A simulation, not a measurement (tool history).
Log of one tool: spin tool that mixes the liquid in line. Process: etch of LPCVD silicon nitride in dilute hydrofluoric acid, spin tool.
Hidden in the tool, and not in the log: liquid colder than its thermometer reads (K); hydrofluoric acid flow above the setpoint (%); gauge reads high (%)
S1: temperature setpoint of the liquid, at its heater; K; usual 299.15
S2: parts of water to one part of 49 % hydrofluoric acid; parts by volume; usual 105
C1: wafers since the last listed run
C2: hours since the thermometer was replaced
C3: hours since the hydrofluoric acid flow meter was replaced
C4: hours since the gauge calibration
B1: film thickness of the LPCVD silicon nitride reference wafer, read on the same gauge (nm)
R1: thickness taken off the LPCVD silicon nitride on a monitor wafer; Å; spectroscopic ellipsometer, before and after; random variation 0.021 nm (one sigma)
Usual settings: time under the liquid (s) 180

{"run": 1, "day": 0.0, "S1": 299.15, "S2": 105, "time under the liquid (s)": 180, "C1": 0, "C2": 1494.5, "C3": 838.1, "C4": 299.4, "B1": 110.005, "R1": 10.57}
{"day": 0.117, "done": "gauge calibrated"}
{"run": 2, "day": 1.075, "S1": 300.65, "S2": 105, "time under the liquid (s)": 180, "C1": 108, "C2": 1520.3, "C3": 863.9, "C4": 23, "B1": 110.004, "R1": 11.82}
{"run": 3, "day": 1.962, "S1": 299.15, "S2": 105, "time under the liquid (s)": 180, "C1": 89, "C2": 1541.6, "C3": 885.2, "C4": 44.3, "B1": 109.957, "R1": 10.43}
{"run": 4, "day": 2.683, "S1": 299.15, "S2": 105, "time under the liquid (s)": 180, "C1": 72, "C2": 1558.9, "C3": 902.5, "C4": 61.6, "B1": 110.049, "R1": 10.34}
{"run": 5, "day": 3.217, "S1": 299.15, "S2": 105, "time under the liquid (s)": 180, "C1": 53, "C2": 1571.7, "C3": 915.3, "C4": 74.4, "B1": 110.018, "R1": 10.27}
{"run": 6, "day": 4.079, "S1": 299.15, "S2": 105, "time under the liquid (s)": 180, "C1": 87, "C2": 1592.4, "C3": 936, "C4": 95.1, "B1": 109.998, "R1": 10.23}
{"run": 7, "day": 4.6, "S1": 299.15, "S2": 105, "time under the liquid (s)": 180, "C1": 52, "C2": 1604.9, "C3": 948.5, "C4": 107.6, "B1": 110.001, "R1": 10.31}
{"run": 8, "day": 5.467, "S1": 299.15, "S2": 105, "time under the liquid (s)": 180, "C1": 87, "C2": 1625.7, "C3": 969.3, "C4": 128.4, "B1": 109.986, "R1": 10.44}
{"run": 9, "day": 6.171, "S1": 299.15, "S2": 105, "time under the liquid (s)": 180, "C1": 71, "C2": 1642.6, "C3": 986.2, "C4": 145.3, "B1": 110.019, "R1": 10.25}
{"run": 10, "day": 6.8, "S1": 299.15, "S2": 105, "time under the liquid (s)": 180, "C1": 63, "C2": 1657.7, "C3": 1001.3, "C4": 160.4, "B1": 109.994, "R1": 9.97}
{"day": 7.725, "done": "thermometer replaced"}
{"run": 11, "day": 8.192, "S1": 299.15, "S2": 105, "time under the liquid (s)": 180, "C1": 136, "C2": 11.2, "C3": 1034.7, "C4": 193.8, "B1": 109.957, "R1": 10.57}
{"run": 12, "day": 8.838, "S1": 297.15, "S2": 75, "time under the liquid (s)": 275, "C1": 65, "C2": 26.7, "C3": 1050.2, "C4": 209.3, "B1": 110.004, "R1": 19.62}
{"run": 13, "day": 9.617, "S1": 299.15, "S2": 80, "time under the liquid (s)": 180, "C1": 78, "C2": 45.4, "C3": 1068.9, "C4": 228, "B1": 109.964, "R1": 13}
{"run": 14, "day": 13.192, "S1": 299.15, "S2": 145, "time under the liquid (s)": 180, "C1": 361, "C2": 131.2, "C3": 1154.7, "C4": 313.8, "B1": 110.007, "R1": 7.69}

Forecast run 15:
{"day": 13.504, "done": "gauge calibrated"}
{"day": 13.508, "done": "hydrofluoric acid flow meter replaced"}
{"run": 15, "day": 14.088, "S1": 297.65, "S2": 105, "time under the liquid (s)": 180, "C1": 86, "C2": 152.7, "C3": 13.9, "C4": 14, "B1": "?", "R1": "?"}

Run 15 gave B1 110.011, R1 9.56 Å.
Without the tool's hidden state the same run would have given R1 9.56 Å.

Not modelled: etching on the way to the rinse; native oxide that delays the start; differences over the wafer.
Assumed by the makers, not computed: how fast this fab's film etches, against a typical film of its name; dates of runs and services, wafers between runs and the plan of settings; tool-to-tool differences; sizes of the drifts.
